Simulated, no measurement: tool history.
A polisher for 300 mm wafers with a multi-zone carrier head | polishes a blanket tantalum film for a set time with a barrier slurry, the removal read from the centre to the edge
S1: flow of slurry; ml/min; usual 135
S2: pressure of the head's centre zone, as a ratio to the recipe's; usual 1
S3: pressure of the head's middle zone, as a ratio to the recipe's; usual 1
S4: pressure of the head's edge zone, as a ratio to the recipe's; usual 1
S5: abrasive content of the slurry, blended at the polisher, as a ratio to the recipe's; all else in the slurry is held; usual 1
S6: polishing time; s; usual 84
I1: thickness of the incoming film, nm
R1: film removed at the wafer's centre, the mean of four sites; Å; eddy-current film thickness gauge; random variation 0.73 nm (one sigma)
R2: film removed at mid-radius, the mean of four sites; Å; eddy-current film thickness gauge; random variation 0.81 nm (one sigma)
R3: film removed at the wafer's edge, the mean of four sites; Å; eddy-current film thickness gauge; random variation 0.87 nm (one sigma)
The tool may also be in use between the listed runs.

run,day,S1,S2,S3,S4,S5,S6,I1,R1,R2,R3
1,0,135,1.09,1.09,1.07,0.75,84,278.1,677,667,619
2,0.704,155,0.9,1,1.12,0.85,84,275.2,597,653,663
3,1.167,135,1,1.09,0.9,1,93,283,745,800,681
# day 1.538: worn pad replaced by a new one
4,1.558,135,1,1,1,1,84,280.3,689,669,655
5,3.2,135,1,1,1,1,76,283.8,610,605,583
6,3.846,135,1,1,1,1,84,279.5,663,682,643
7,4.258,135,1,1,1,1,84,280,672,660,655
8,4.646,135,0.96,1,1,1,93,278.4,704,741,722
9,5.2,135,1,1,1,1,84,280.4,669,664,652
10,5.488,135,1,1,0.9,1,110,279.2,895,878,813
11,6.192,160,1.07,0.95,1,1,60,280.2,538,468,469
# day 6.542: worn pad replaced by a new one
# day 6.829: carrier head's membrane replaced by a new one
12,6.85,135,0.91,1.1,1.05,1,84,275.9,605,713,651
13,7.362,145,1,1,1,1,94,278.9,741,742,729
14,7.812,135,0.92,0.95,1,1.2,84,282.7,643,661,657
15,8.388,135,1.04,1,1,1.1,84,279.5,693,683,659
16,8.946,135,1,0.96,1,1,84,279.4,671,643,658
17,9.529,135,1,1,1,1,84,278.2,658,657,657
18,10.096,135,1,1,1,1,84,280.8,658,655,647
# day 11.417: worn pad replaced by a new one
19,12.021,135,1.09,0.92,1.09,1,84,284.4,710,609,671
20,12.592,135,1.1,1.06,1,1.1,84,286.1,748,711,664
21,13.096,135,1,1,1,1,84,283.4,660,653,617

5 ways to go on from here, each from the tool as it stands after run 21. What would each give?
A,13.112,135,1,1,1,1,84,277.9,?,?,?
B,13.112,135,1,1,1,1.3,104,277.9,?,?,?
C,13.112,135,1.08,1.06,1,1,84,277.9,?,?,?
D,13.112,115,0.92,1,1,1.25,84,277.9,?,?,?
E,13.112,160,1,1,1,0.7,84,277.9,?,?,?

run,R1,R2,R3
A,646,630,649
B,854,834,858
C,698,662,648
D,604,645,671
E,601,584,595
Without the tool's hidden state the same runs would have given:
run,R1,R2,R3
A,678,658,668
B,897,870,884
C,733,691,668
D,639,677,693
E,628,607,612

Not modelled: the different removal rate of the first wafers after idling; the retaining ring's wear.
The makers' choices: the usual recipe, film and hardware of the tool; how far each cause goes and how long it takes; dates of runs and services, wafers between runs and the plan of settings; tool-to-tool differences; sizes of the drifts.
